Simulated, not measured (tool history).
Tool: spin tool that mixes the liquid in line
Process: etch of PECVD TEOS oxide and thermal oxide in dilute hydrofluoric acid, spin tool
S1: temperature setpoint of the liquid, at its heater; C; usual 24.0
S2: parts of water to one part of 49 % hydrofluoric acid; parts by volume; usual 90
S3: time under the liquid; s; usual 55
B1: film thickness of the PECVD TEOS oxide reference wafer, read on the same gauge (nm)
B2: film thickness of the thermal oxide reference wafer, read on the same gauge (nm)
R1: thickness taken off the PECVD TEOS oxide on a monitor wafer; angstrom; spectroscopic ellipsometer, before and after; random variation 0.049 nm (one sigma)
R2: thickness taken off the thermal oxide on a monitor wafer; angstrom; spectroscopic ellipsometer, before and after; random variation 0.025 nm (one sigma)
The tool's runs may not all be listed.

run	hour	S1	S2	S3	B1	B2	R1	R2
1	0.0	24.0	90	55	99.98	99.981	124.8	27.56
2	63.3	24.0	90	55	99.99	100.028	124.6	27.80
3	110.3	24.0	90	55	100.01	100.000	123.8	27.41
4	205.4	24.0	90	55	100.00	100.067	124.6	27.74
5	299.7	24.0	90	55	100.02	99.995	124.1	27.73
6	395.4	24.0	90	55	99.97	100.064	124.1	27.39
# hour 453.2: hydrofluoric acid flow meter replaced
7	462.8	24.0	90	55	100.02	100.020	122.8	27.41
# hour 524.5: gauge calibrated
8	555.9	24.0	115	55	99.98	100.036	93.1	20.88
9	612.1	24.0	115	55	100.00	99.983	92.3	20.65
10	663.2	26.5	65	55	99.99	99.986	192.2	42.66
11	718.1	24.0	55	85	99.98	100.003	321.6	71.80
12	802.4	24.0	90	25	99.96	100.029	55.3	12.29
13	851.0	24.0	90	55	100.00	99.970	122.0	27.12
14	957.1	24.0	45	80	99.98	100.049	371.1	82.40
# hour 1000.3: thermometer replaced
15	1062.0	22.0	75	40	99.99	100.009	108.0	23.77
16	1140.5	20.5	90	55	99.99	99.991	114.0	25.20
17	1217.9	24.0	90	55	99.99	99.994	131.0	28.85
18	1260.7	29.0	90	45	100.00	99.989	129.5	28.75
19	1357.8	21.5	90	55	99.96	100.040	117.4	26.25

5 ways to go on from here, each from the tool as it stands after run 19. What would each give?
A	1358.2	24.0	90	55	?	?	?	?
B	1358.2	19.5	90	55	?	?	?	?
C	1358.2	24.0	130	75	?	?	?	?
D	1358.2	21.5	75	20	?	?	?	?
E	1358.2	19.0	100	40	?	?	?	?

run	B1	B2	R1	R2
A	100.01	99.975	130.2	29.18
B	100.01	99.975	108.4	24.28
C	100.01	99.975	117.1	26.25
D	100.01	99.975	52.3	11.71
E	100.01	99.975	68.7	15.40
Without the tool's hidden state the same runs would have given:
run	R1	R2
A	131.7	29.51
B	109.6	24.57
C	118.4	26.54
D	52.9	11.85
E	69.5	15.58

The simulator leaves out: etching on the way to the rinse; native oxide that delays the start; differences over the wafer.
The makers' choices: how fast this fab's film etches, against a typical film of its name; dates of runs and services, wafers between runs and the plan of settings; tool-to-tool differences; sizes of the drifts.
